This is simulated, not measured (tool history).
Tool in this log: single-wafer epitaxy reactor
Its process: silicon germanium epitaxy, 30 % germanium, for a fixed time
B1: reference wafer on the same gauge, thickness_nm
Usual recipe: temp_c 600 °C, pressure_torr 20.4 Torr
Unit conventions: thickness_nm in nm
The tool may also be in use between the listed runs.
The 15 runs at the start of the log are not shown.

run 16 hour=174.5 | temp_c=600 pressure_torr=22.8 | B1=60.589 | thickness_nm=70.203
run 17 hour=181.1 | temp_c=593 pressure_torr=16.7 | B1=60.491 | thickness_nm=55.862
run 18 hour=187.4 | temp_c=600 pressure_torr=20.4 | B1=60.441 | thickness_nm=68.105
run 19 hour=202.4 | temp_c=613 pressure_torr=20.4 | B1=60.573 | thickness_nm=88.090
run 20 hour=218.9 | temp_c=600 pressure_torr=20.4 | B1=60.486 | thickness_nm=67.880
run 21 hour=248.6 | temp_c=585 pressure_torr=20.4 | B1=60.510 | thickness_nm=49.643
-- hour=257.6 pyrometer calibrated
run 22 hour=258.1 | temp_c=600 pressure_torr=20.4 | B1=60.421 | thickness_nm=60.427
run 23 hour=271.2 | temp_c=613 pressure_torr=25.3 | B1=60.598 | thickness_nm=84.916
run 24 hour=284.5 | temp_c=612 pressure_torr=24.5 | B1=60.483 | thickness_nm=82.173
run 25 hour=294.5 | temp_c=589 pressure_torr=16.7 | B1=60.495 | thickness_nm=46.161
run 26 hour=306.0 | temp_c=600 pressure_torr=20.4 | B1=60.566 | thickness_nm=61.269
run 27 hour=314.0 | temp_c=600 pressure_torr=20.4 | B1=60.524 | thickness_nm=61.190
run 28 hour=320.8 | temp_c=593 pressure_torr=17.1 | B1=60.539 | thickness_nm=50.881
run 29 hour=327.2 | temp_c=600 pressure_torr=22.3 | B1=60.531 | thickness_nm=62.479
run 30 hour=337.2 | temp_c=600 pressure_torr=15.9 | B1=60.495 | thickness_nm=57.504
run 31 hour=351.7 | temp_c=610 pressure_torr=20.4 | B1=60.627 | thickness_nm=75.854
run 32 hour=361.1 | temp_c=595 pressure_torr=20.4 | B1=60.460 | thickness_nm=55.853

Forecast each of these 4 alternatives for the next run:
run A hour=361.5 | temp_c=600 pressure_torr=20.4 | B1=? | thickness_nm=?
run B hour=361.5 | temp_c=605 pressure_torr=16.4 | B1=? | thickness_nm=?
run C hour=361.5 | temp_c=586 pressure_torr=23.9 | B1=? | thickness_nm=?
run D hour=361.5 | temp_c=589 pressure_torr=15.9 | B1=? | thickness_nm=?

run=A B1=60.510 thickness_nm=61.537
run=B B1=60.510 thickness_nm=64.474
run=C B1=60.510 thickness_nm=47.777
run=D B1=60.510 thickness_nm=45.728
Take away the tool's hidden state, keep each run's random variation, and the runs would have read:
run=A thickness_nm=61.529
run=B thickness_nm=64.465
run=C thickness_nm=47.771
run=D thickness_nm=45.722

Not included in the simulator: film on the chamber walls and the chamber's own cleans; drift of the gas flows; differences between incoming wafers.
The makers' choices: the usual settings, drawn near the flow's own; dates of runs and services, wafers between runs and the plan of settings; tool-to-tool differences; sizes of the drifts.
